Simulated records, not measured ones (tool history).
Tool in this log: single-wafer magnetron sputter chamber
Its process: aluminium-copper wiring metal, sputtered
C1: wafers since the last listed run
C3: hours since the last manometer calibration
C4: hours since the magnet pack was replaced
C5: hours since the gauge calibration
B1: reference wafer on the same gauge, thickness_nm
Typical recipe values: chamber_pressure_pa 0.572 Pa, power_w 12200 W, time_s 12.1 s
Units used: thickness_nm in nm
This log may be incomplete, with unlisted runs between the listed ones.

Run 1, hour 0: usual settings; C1 0; wafers on the sputter target 7961; C3 969.7; C4 7238.7; C5 1212.4; B1 262.984. Result: thickness_nm 224.985 nm.
Run 2, hour 41.8: usual settings; C1 1286; wafers on the sputter target 9248; C3 1011.5; C4 7280.5; C5 1254.2; B1 262.922. Result: thickness_nm 223.292 nm.
Run 3, hour 89.1: usual settings but time_s 13.8 s; C1 1456; wafers on the sputter target 10704; C3 1058.8; C4 7327.8; C5 1301.5; B1 263.082. Result: thickness_nm 255.669 nm.
Run 4, hour 132.9: usual settings but time_s 13.8 s; C1 1348; wafers on the sputter target 12052; C3 1102.6; C4 7371.6; C5 1345.3; B1 263.02. Result: thickness_nm 254.91 nm.
At hour 149.8: sputter target and shields replaced.
Run 5, hour 178.2: usual settings but time_s 13.8 s; C1 1148; wafers on the sputter target 875; C3 1147.9; C4 7416.9; C5 1390.6; B1 262.984. Result: thickness_nm 255.409 nm.
Run 6, hour 240.5: usual settings but power_w 11150 W; C1 1917; wafers on the sputter target 2793; C3 1210.2; C4 7479.2; C5 1452.9; B1 263.105. Result: thickness_nm 206.792 nm.
Run 7, hour 298.8: usual settings but time_s 13.7 s; C1 1794; wafers on the sputter target 4588; C3 1268.5; C4 7537.5; C5 1511.2; B1 262.874. Result: thickness_nm 252.632 nm.
Run 8, hour 363.7: usual settings but time_s 13.7 s; C1 1997; wafers on the sputter target 6586; C3 1333.4; C4 7602.4; C5 1576.1; B1 262.988. Result: thickness_nm 252.305 nm.
Run 9, hour 401.1: usual settings but chamber_pressure_pa 0.526 Pa; C1 1151; wafers on the sputter target 7737; C3 1370.8; C4 7639.8; C5 1613.5; B1 262.94. Result: thickness_nm 229.314 nm.
Run 10, hour 427.8: usual settings but chamber_pressure_pa 0.526 Pa; C1 821; wafers on the sputter target 8559; C3 1397.5; C4 7666.5; C5 1640.2; B1 262.834. Result: thickness_nm 229.171 nm.
At hour 513.9: sputter target and shields replaced.
Run 11, hour 573.1: usual settings but chamber_pressure_pa 0.526 Pa; C1 4226; wafers on the sputter target 1821; C3 1542.8; C4 7811.8; C5 1785.5; B1 263.13. Result: thickness_nm 228.831 nm.
Run 12, hour 641.4: usual settings; C1 2102; wafers on the sputter target 3924; C3 1611.1; C4 7880.1; C5 1853.8; B1 262.987. Result: thickness_nm 221.419 nm.
Run 13, hour 676.2: usual settings; C1 1071; wafers on the sputter target 4995; C3 1645.9; C4 7914.9; C5 1888.6; B1 262.965. Result: thickness_nm 220.619 nm.
At hour 697.9: gauge calibrated.
Run 14, hour 718.2: usual settings; C1 1292; wafers on the sputter target 6288; C3 1687.9; C4 7956.9; C5 20.3; B1 262.894. Result: thickness_nm 221.426 nm.
At hour 796.5: magnet pack replaced.
Run 15, hour 882.5: usual settings but chamber_pressure_pa 0.351 Pa, time_s 13.1 s; C1 4811; wafers on the sputter target 11100; C3 1852.2; C4 86; C5 184.6; B1 263.117. Result: thickness_nm 276.036 nm.
At hour 915.8: sputter target and shields replaced.
Run 16, hour 920.7: usual settings but power_w 10350 W, time_s 10.7 s; C1 929; wafers on the sputter target 151; C3 1890.4; C4 124.2; C5 222.8; B1 263.046. Result: thickness_nm 169.02 nm.
At hour 965.5: capacitance manometer re-zeroed and calibrated.
Run 17, hour 966: usual settings but chamber_pressure_pa 0.752 Pa, power_w 10750 W, time_s 9.8 s; C1 1148; wafers on the sputter target 1299; C3 0.5; C4 169.5; C5 268.1; B1 262.946. Result: thickness_nm 150.289 nm.
Run 18, hour 989.7: usual settings but time_s 13.7 s; C1 729; wafers on the sputter target 2029; C3 24.2; C4 193.2; C5 291.8; B1 262.856. Result: thickness_nm 257.422 nm.
Run 19, hour 1034.1: usual settings but power_w 14950 W, time_s 14.4 s; C1 1366; wafers on the sputter target 3395; C3 68.6; C4 237.6; C5 336.2; B1 263.121. Result: thickness_nm 322.487 nm.
Run 20, hour 1067.4: usual settings; C1 1025; wafers on the sputter target 4421; C3 101.9; C4 270.9; C5 369.5; B1 263.023. Result: thickness_nm 227.553 nm.
Run 21, hour 1130.6: usual settings but chamber_pressure_pa 0.766 Pa, power_w 14500 W, time_s 12.8 s; C1 1945; wafers on the sputter target 6366; C3 165.1; C4 334.1; C5 432.7; B1 263.123. Result: thickness_nm 250.041 nm.
Run 22, hour 1175.9: usual settings but chamber_pressure_pa 0.735 Pa, time_s 9.8 s; C1 1394; wafers on the sputter target 7761; C3 210.4; C4 379.4; C5 478; B1 263.019. Result: thickness_nm 168.46 nm.
Run 23, hour 1233.9: usual settings; C1 1785; wafers on the sputter target 9546; C3 268.4; C4 437.4; C5 536; B1 262.944. Result: thickness_nm 227.758 nm.
Run 24, hour 1296: usual settings but chamber_pressure_pa 0.459 Pa; C1 1911; wafers on the sputter target 11458; C3 330.5; C4 499.5; C5 598.1; B1 262.979. Result: thickness_nm 243.32 nm.
At hour 1363.6: sputter target and shields replaced.
Run 25, hour 1364.1: usual settings but chamber_pressure_pa 0.483 Pa; C1 1850; wafers on the sputter target 14; C3 398.6; C4 567.6; C5 666.2; B1 263.23. Result: thickness_nm 240.059 nm.
Run 26, hour 1406.6: usual settings but time_s 13.8 s; C1 1308; wafers on the sputter target 1322; C3 441.1; C4 610.1; C5 708.7; B1 262.935. Result: thickness_nm 258.8 nm.
Run 27, hour 1437.8: usual settings but power_w 13050 W; C1 960; wafers on the sputter target 2283; C3 472.3; C4 641.3; C5 739.9; B1 262.981. Result: thickness_nm 241.178 nm.
Run 28, hour 1491.8: usual settings but chamber_pressure_pa 0.478 Pa; C1 1662; wafers on the sputter target 3945; C3 526.3; C4 695.3; C5 793.9; B1 263.022. Result: thickness_nm 241.192 nm.
Run 29, hour 1527.3: usual settings but chamber_pressure_pa 0.772 Pa, time_s 11 s; C1 1092; wafers on the sputter target 5038; C3 561.8; C4 730.8; C5 829.4; B1 263.071. Result: thickness_nm 184.15 nm.
Run 30, hour 1564.8: usual settings but chamber_pressure_pa 0.373 Pa, power_w 14000 W; C1 1154; wafers on the sputter target 6193; C3 599.3; C4 768.3; C5 866.9; B1 263.061. Result: thickness_nm 287.105 nm.
Run 31, hour 1617.8: usual settings but time_s 13.7 s; C1 1631; wafers on the sputter target 7824; C3 652.3; C4 821.3; C5 919.9; B1 262.852. Result: thickness_nm 257.194 nm.
Run 32, hour 1673: usual settings but power_w 13350 W; C1 1699; wafers on the sputter target 9524; C3 707.5; C4 876.5; C5 975.1; B1 263.004. Result: thickness_nm 245.008 nm.
Run 33, hour 1712.8: usual settings but chamber_pressure_pa 0.633 Pa, power_w 14300 W, time_s 11.1 s; C1 1225; wafers on the sputter target 10749; C3 747.3; C4 916.3; C5 1014.9; B1 263.098. Result: thickness_nm 229.527 nm.
Run 34, hour 1743.5: usual settings; C1 945; wafers on the sputter target 11694; C3 778; C4 947; C5 1045.6; B1 262.896. Result: thickness_nm 226.252 nm.

Forecast each of these 4 alternatives for the next run:
Run A, hour 1743.9: usual settings; C1 12; wafers on the sputter target 11706; C3 778.4; C4 947.4; C5 1046; B1 ?. Result: thickness_nm ?.
Run B, hour 1743.9: usual settings but chamber_pressure_pa 0.744 Pa, power_w 13350 W; C1 12; wafers on the sputter target 11706; C3 778.4; C4 947.4; C5 1046; B1 ?. Result: thickness_nm ?.
Run C, hour 1743.9: usual settings but chamber_pressure_pa 0.349 Pa, power_w 15000 W; C1 12; wafers on the sputter target 11706; C3 778.4; C4 947.4; C5 1046; B1 ?. Result: thickness_nm ?.
Run D, hour 1743.9: usual settings but power_w 13900 W; C1 12; wafers on the sputter target 11706; C3 778.4; C4 947.4; C5 1046; B1 ?. Result: thickness_nm ?.

run       B1  thickness_nm
  A  263.231       226.112
  B  263.231       220.883
  C  263.231       308.822
  D  263.231       252.579
With the hidden condition removed and each run's random variation left untouched, the same runs would have given:
run  thickness_nm
  A       225.808
  B       220.497
  C       308.585
  D       252.239

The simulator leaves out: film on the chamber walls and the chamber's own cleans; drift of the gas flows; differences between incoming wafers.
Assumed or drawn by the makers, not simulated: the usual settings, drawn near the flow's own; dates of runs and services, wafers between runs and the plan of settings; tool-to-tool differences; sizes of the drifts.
